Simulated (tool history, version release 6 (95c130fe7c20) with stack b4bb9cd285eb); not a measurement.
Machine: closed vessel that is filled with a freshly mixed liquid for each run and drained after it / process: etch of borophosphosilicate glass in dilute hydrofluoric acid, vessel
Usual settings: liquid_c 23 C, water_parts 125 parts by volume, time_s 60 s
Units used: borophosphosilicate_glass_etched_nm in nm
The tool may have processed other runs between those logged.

run,hour,liquid_c,water_parts,time_s,"read-back film thickness of the borophosphosilicate glass reference wafer, read on the same gauge (nm)",borophosphosilicate_glass_etched_nm
1,0,23,105,60,100,27.92
2,10.2,23,105,60,100,27.64
3,25.6,23,125,60,100.01,22.49
4,37.3,23,125,60,100.01,22.38
5,48.2,23,125,60,100.01,22.6
6,56.7,23,125,60,100.01,22.43
7,64.5,19.5,125,60,99.98,19.34
8,73.8,23,125,60,99.98,22.26
9,81.5,23,125,60,100,22
10,96.1,23,125,60,99.99,22.29
11,104.4,23,125,35,99.98,12.83
# hour 116: thermometer replaced
12,117.5,28,125,80,99.99,35.48
# hour 122.3: gauge calibrated
13,134.5,23,125,60,100,22.23
14,140.8,23,125,60,99.99,22.24
15,157.3,23,125,35,100.01,12.79
# hour 159.5: hydrofluoric acid flow meter replaced
16,168.5,23,85,70,99.99,36.66
17,176,23,155,30,100.01,7.84
18,186.8,23,160,95,100.03,24.08
19,200,27.5,100,85,99.99,43.63
# hour 207.5: hydrofluoric acid flow meter replaced, repeated, since the last time left the tool worse
20,217,23,125,60,100,24.23
21,232.2,23,125,60,100.01,24.2
22,240.2,21.5,70,30,99.97,21.72
23,253.6,27,150,85,99.99,32.15

What was the tool's hidden state at every run in the log?
liquid colder than its thermometer reads (K): 0 across all the runs
gauge reads high (%): 0 across all the runs
H1: hydrofluoric acid flow below the setpoint (%)
run,H1
1,6.22
2,6.39
3,6.64
4,6.84
5,7.01
6,7.15
7,7.28
8,7.44
9,7.56
10,7.8
11,7.94
12,8.15
13,8.43
14,8.54
15,8.81
16,15
17,15.1
18,15.3
19,15.5
20,0.23
21,0.479
22,0.611
23,0.831
